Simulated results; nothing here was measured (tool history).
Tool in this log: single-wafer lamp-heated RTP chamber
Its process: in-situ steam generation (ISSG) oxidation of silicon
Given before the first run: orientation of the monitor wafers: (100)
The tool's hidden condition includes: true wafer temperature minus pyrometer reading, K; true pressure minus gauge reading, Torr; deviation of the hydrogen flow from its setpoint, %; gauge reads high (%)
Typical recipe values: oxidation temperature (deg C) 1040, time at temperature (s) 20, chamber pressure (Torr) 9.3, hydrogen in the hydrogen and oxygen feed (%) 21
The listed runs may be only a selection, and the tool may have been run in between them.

run   hour  oxidation temperature (deg C)  time at temperature (s)  chamber pressure (Torr)  hydrogen in the hydrogen and oxygen feed (%)  wafers since the last listed run  wafers since the last pyrometer calibration  hours since the pressure gauge was zeroed  hours since the hydrogen flow controller was replaced  hours since the gauge calibration  read-back reference wafer on the same gauge, thickness  oxide thickness on the monitor wafer (nm)
  1    0.0                           1040                       20                      9.3                                            21                                 0                                         4619                                     2632.2                                                 5875.3                               90.5                                                   7.442                                      6.304
  2   16.6                           1040                       20                      9.3                                            21                               168                                         4787                                     2648.8                                                 5891.9                              107.1                                                   7.439                                      6.317
  3   25.8                           1040                       20                      9.3                                            21                                93                                         4881                                     2658.0                                                 5901.1                              116.3                                                   7.440                                      6.295
  4   41.4                           1040                       20                      9.3                                            21                               158                                         5039                                     2673.6                                                 5916.7                              131.9                                                   7.443                                      6.304
  5   56.9                           1040                       20                      9.3                                            21                               157                                         5196                                     2689.1                                                 5932.2                              147.4                                                   7.441                                      6.297
  6   65.6                           1040                       20                      9.3                                            21                                88                                         5285                                     2697.8                                                 5940.9                              156.1                                                   7.442                                      6.327
  7   79.8                           1040                       20                      9.3                                            21                               144                                         5429                                     2712.0                                                 5955.1                              170.3                                                   7.441                                      6.314
      93.3  -- hydrogen flow controller replaced
      94.6  -- pyrometer window cleaned and pyrometer calibrated
  8   95.1                           1046                       20                      9.3                                            21                                61                                            4                                     2727.3                                                    1.8                              185.6                                                   7.442                                      6.460
  9  110.6                           1046                       20                      9.3                                            21                               157                                          162                                     2742.8                                                   17.3                              201.1                                                   7.440                                      6.466
 10  128.2                           1040                       20                      8.5                                            26                               178                                          340                                     2760.4                                                   34.9                              218.7                                                   7.440                                      6.644
 11  136.1                           1024                       20                      9.3                                            21                                80                                          421                                     2768.3                                                   42.8                              226.6                                                   7.439                                      5.797
     152.1  -- pressure gauge zeroed
 12  152.6                           1040                       20                      9.3                                            21                                86                                          507                                        0.5                                                   59.3                              243.1                                                   7.440                                      6.279
 13  153.7                           1040                       20                      9.3                                            21                                11                                          518                                        1.6                                                   60.4                              244.2                                                   7.438                                      6.276
 14  164.3                           1040                       20                      9.3                                            21                               107                                          626                                       12.2                                                   71.0                              254.8                                                   7.440                                      6.267
 15  176.4                           1040                       20                      9.3                                            21                               122                                          748                                       24.3                                                   83.1                              266.9                                                   7.442                                      6.261
 16  193.8                           1034                       27                      9.8                                            13                               176                                          925                                       41.7                                                  100.5                              284.3                                                   7.439                                      6.368
 17  202.7                           1040                       20                      9.3                                            21                                90                                         1015                                       50.6                                                  109.4                              293.2                                                   7.441                                      6.267
 18  218.2                           1040                       27                      9.3                                            21                               157                                         1172                                       66.1                                                  124.9                              308.7                                                   7.442                                      7.321
 19  243.8                           1040                       13                      9.3                                            21                               259                                         1432                                       91.7                                                  150.5                              334.3                                                   7.441                                      5.053
 20  252.9                           1040                       16                      9.3                                            29                                92                                         1525                                      100.8                                                  159.6                              343.4                                                   7.441                                      6.043
 21  259.7                           1040                       20                     10.0                                            21                                69                                         1594                                      107.6                                                  166.4                              350.2                                                   7.443                                      6.197
     260.0  -- gauge calibrated
 22  268.1                           1040                       28                      9.3                                            21                                85                                         1679                                      116.0                                                  174.8                                8.1                                                   7.438                                      7.490
 23  284.2                           1048                       23                      9.3                                            21                               163                                         1842                                      132.1                                                  190.9                               24.2                                                   7.440                                      7.046
 24  296.5                           1040                       25                     10.1                                            21                               124                                         1967                                      144.4                                                  203.2                               36.5                                                   7.442                                      6.944
 25  309.9                           1059                       25                      9.3                                            21                               135                                         2103                                      157.8                                                  216.6                               49.9                                                   7.437                                      7.833
 26  320.8                           1040                       15                      9.3                                            21                               110                                         2214                                      168.7                                                  227.5                               60.8                                                   7.438                                      5.425
 27  336.9                           1040                       20                     10.2                                            21                               163                                         2377                                      184.8                                                  243.6                               76.9                                                   7.438                                      6.184
 28  350.9                           1040                       20                      9.3                                            21                               142                                         2519                                      198.8                                                  257.6                               90.9                                                   7.441                                      6.288
 29  361.2                           1055                       20                      8.3                                            17                               104                                         2624                                      209.1                                                  267.9                              101.2                                                   7.439                                      6.542
 30  376.3                           1021                       20                      9.3                                            15                               153                                         2777                                      224.2                                                  283.0                              116.3                                                   7.438                                      5.322
 31  393.8                           1046                       20                      9.9                                            16                               177                                         2955                                      241.7                                                  300.5                              133.8                                                   7.438                                      6.071
 32  407.6                           1040                       20                      9.3                                            13                               140                                         3095                                      255.5                                                  314.3                              147.6                                                   7.439                                      5.678

Run by run, hidden condition taken away, random variation retained:
run  oxide thickness on the monitor wafer (nm)
  1                                      6.264
  2                                      6.274
  3                                      6.250
  4                                      6.256
  5                                      6.247
  6                                      6.275
  7                                      6.259
  8                                      6.455
  9                                      6.460
 10                                      6.638
 11                                      5.792
 12                                      6.273
 13                                      6.270
 14                                      6.261
 15                                      6.255
 16                                      6.361
 17                                      6.259
 18                                      7.311
 19                                      5.047
 20                                      6.034
 21                                      6.187
 22                                      7.476
 23                                      7.031
 24                                      6.930
 25                                      7.814
 26                                      5.414
 27                                      6.169
 28                                      6.271
 29                                      6.522
 30                                      5.307
 31                                      6.050
 32                                      5.657
